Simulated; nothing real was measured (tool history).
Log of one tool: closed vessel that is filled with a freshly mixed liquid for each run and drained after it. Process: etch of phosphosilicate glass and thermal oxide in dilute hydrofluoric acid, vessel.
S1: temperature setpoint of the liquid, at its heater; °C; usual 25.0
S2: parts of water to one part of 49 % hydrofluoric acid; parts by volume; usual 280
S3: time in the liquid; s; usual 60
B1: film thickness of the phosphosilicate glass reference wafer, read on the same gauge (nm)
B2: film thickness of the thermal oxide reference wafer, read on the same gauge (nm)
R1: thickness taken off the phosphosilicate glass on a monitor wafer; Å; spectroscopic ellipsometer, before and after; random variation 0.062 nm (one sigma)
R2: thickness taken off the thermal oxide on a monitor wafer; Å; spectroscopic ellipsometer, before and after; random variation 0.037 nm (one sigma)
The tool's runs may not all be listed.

{"run": 1, "hour": 0.0, "S1": 25.0, "S2": 280, "S3": 60, "B1": 109.98, "B2": 89.987, "R1": 109.3, "R2": 9.31}
{"run": 2, "hour": 95.9, "S1": 25.0, "S2": 280, "S3": 60, "B1": 110.01, "B2": 89.994, "R1": 109.7, "R2": 9.35}
{"run": 3, "hour": 206.9, "S1": 25.0, "S2": 280, "S3": 50, "B1": 109.95, "B2": 90.015, "R1": 91.3, "R2": 7.82}
{"hour": 249.7, "done": "hydrofluoric acid flow meter replaced"}
{"run": 4, "hour": 256.4, "S1": 29.0, "S2": 280, "S3": 60, "B1": 110.04, "B2": 90.016, "R1": 125.5, "R2": 10.87}
{"run": 5, "hour": 341.3, "S1": 29.0, "S2": 280, "S3": 60, "B1": 110.01, "B2": 90.024, "R1": 125.6, "R2": 10.34}
{"run": 6, "hour": 381.3, "S1": 25.0, "S2": 280, "S3": 60, "B1": 110.03, "B2": 90.002, "R1": 110.9, "R2": 9.72}
{"hour": 392.7, "done": "gauge calibrated"}
{"run": 7, "hour": 476.2, "S1": 25.0, "S2": 280, "S3": 60, "B1": 110.06, "B2": 90.004, "R1": 110.6, "R2": 8.95}
{"run": 8, "hour": 582.3, "S1": 25.0, "S2": 280, "S3": 60, "B1": 109.94, "B2": 89.957, "R1": 112.4, "R2": 9.39}
{"run": 9, "hour": 626.9, "S1": 20.0, "S2": 160, "S3": 90, "B1": 110.01, "B2": 89.959, "R1": 274.0, "R2": 23.13}
{"run": 10, "hour": 699.8, "S1": 30.0, "S2": 170, "S3": 30, "B1": 109.98, "B2": 89.954, "R1": 124.0, "R2": 10.74}
{"hour": 711.4, "done": "hydrofluoric acid flow meter replaced"}
{"run": 11, "hour": 778.9, "S1": 25.0, "S2": 280, "S3": 60, "B1": 110.03, "B2": 90.025, "R1": 112.5, "R2": 10.18}
{"hour": 784.4, "done": "thermometer replaced"}
{"run": 12, "hour": 854.8, "S1": 29.0, "S2": 280, "S3": 60, "B1": 109.99, "B2": 90.019, "R1": 131.7, "R2": 11.67}
{"run": 13, "hour": 950.0, "S1": 21.5, "S2": 280, "S3": 85, "B1": 109.96, "B2": 90.004, "R1": 147.4, "R2": 12.84}
{"run": 14, "hour": 1019.4, "S1": 30.0, "S2": 190, "S3": 35, "B1": 110.01, "B2": 90.0, "R1": 132.1, "R2": 11.18}
{"hour": 1089.2, "done": "thermometer replaced, repeated, since the last time left the tool worse"}
{"run": 15, "hour": 1121.8, "S1": 22.0, "S2": 330, "S3": 40, "B1": 109.99, "B2": 89.992, "R1": 51.2, "R2": 4.08}
{"hour": 1171.1, "done": "hydrofluoric acid flow meter replaced"}
{"run": 16, "hour": 1237.6, "S1": 28.5, "S2": 345, "S3": 30, "B1": 110.02, "B2": 90.013, "R1": 45.7, "R2": 3.85}

Forecast each of these 5 alternatives for the next run:
{"run": "A", "hour": 1238.3, "S1": 25.0, "S2": 280, "S3": 60, "B1": "?", "B2": "?", "R1": "?", "R2": "?"}
{"run": "B", "hour": 1238.3, "S1": 22.0, "S2": 415, "S3": 30, "B1": "?", "B2": "?", "R1": "?", "R2": "?"}
{"run": "C", "hour": 1238.3, "S1": 25.0, "S2": 370, "S3": 60, "B1": "?", "B2": "?", "R1": "?", "R2": "?"}
{"run": "D", "hour": 1238.3, "S1": 20.5, "S2": 280, "S3": 70, "B1": "?", "B2": "?", "R1": "?", "R2": "?"}
{"run": "E", "hour": 1238.3, "S1": 28.5, "S2": 280, "S3": 60, "B1": "?", "B2": "?", "R1": "?", "R2": "?"}

run=A B1=110.00 B2=90.061 R1=105.2 R2=9.66
run=B B1=110.00 B2=90.061 R1=28.3 R2=2.60
run=C B1=110.00 B2=90.061 R1=72.9 R2=6.70
run=D B1=110.00 B2=90.061 R1=104.6 R2=9.61
run=E B1=110.00 B2=90.061 R1=118.4 R2=10.88
Without the tool's hidden state the same runs would have given:
run=A R1=104.2 R2=9.57
run=B R1=28.0 R2=2.57
run=C R1=72.2 R2=6.64
run=D R1=103.5 R2=9.51
run=E R1=117.3 R2=10.78

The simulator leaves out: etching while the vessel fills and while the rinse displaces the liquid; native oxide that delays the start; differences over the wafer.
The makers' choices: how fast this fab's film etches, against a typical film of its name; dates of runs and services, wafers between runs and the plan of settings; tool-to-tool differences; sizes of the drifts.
